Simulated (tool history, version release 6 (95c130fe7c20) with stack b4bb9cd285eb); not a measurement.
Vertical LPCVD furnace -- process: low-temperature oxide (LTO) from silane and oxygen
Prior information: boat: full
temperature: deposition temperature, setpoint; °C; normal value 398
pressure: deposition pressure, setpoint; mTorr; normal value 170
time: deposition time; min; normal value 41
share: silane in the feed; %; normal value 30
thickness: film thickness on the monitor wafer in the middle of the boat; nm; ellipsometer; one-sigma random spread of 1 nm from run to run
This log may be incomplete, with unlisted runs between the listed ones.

run	day	temperature	pressure	time	share	read-back reference wafer on the same gauge, thickness	thickness
1	0	398	170	41	30	148.95	180.06
2	2.546	398	170	41	30	148.83	180.62
3	4.892	398	170	41	30	148.83	179.43
4	7.404	398	170	41	30	148.71	179.48
5	10.588	398	170	28.5	30	149.04	126.21
6	12.604	398	170	28.5	30	149.06	124.21
7	14.804	398	170	28.5	30	149.08	122.36
8	17.738	398	170	41	30	149.16	177.64
# day 20.708: thermocouples replaced and temperature profile calibrated
9	21.167	398	170	41	30	148.96	177.36
10	23.425	398	170	41	30	149.03	175.76
11	26.746	398	170	41	30	148.94	175.82
12	30.675	398	170	41	30	149.06	175.96
13	34.958	387	210	41	30	148.96	189.24
14	39.325	388	145	36.5	26	148.81	91.5
15	42.55	394	170	41	35	148.98	202.95
# day 43.075: gauge calibrated
# day 44.742: silane flow controller replaced
16	45.721	398	170	33.5	32	148.99	155.34
17	47.258	398	170	41	30	149.13	170.28
# day 48.496: pressure gauge zeroed
18	49.412	387	155	41	30	149.1	145.32
19	52.142	398	170	41	30	148.93	183.56
20	56.462	389	190	41	30	149.17	184.64
21	59.383	398	170	41	30	149.17	182.12
22	63.333	394	155	41	30	149.05	159.54
23	65.583	403	200	35	30	149.08	195.47

Alternative continuations, all from the tool just after run 23; predict every row:
A	65.758	398	130	41	30	?	?
B	65.758	398	185	41	30	?	?
C	65.758	403	135	35	35	?	?
D	65.758	398	170	55.5	34	?	?

run	read-back reference wafer on the same gauge, thickness	thickness
A	149.01	139.62
B	149.01	198.05
C	149.01	162.75
D	149.01	294.46
With no hidden state in the tool, these same runs would have given:
run	thickness
A	138.1
B	196.52
C	161.04
D	292
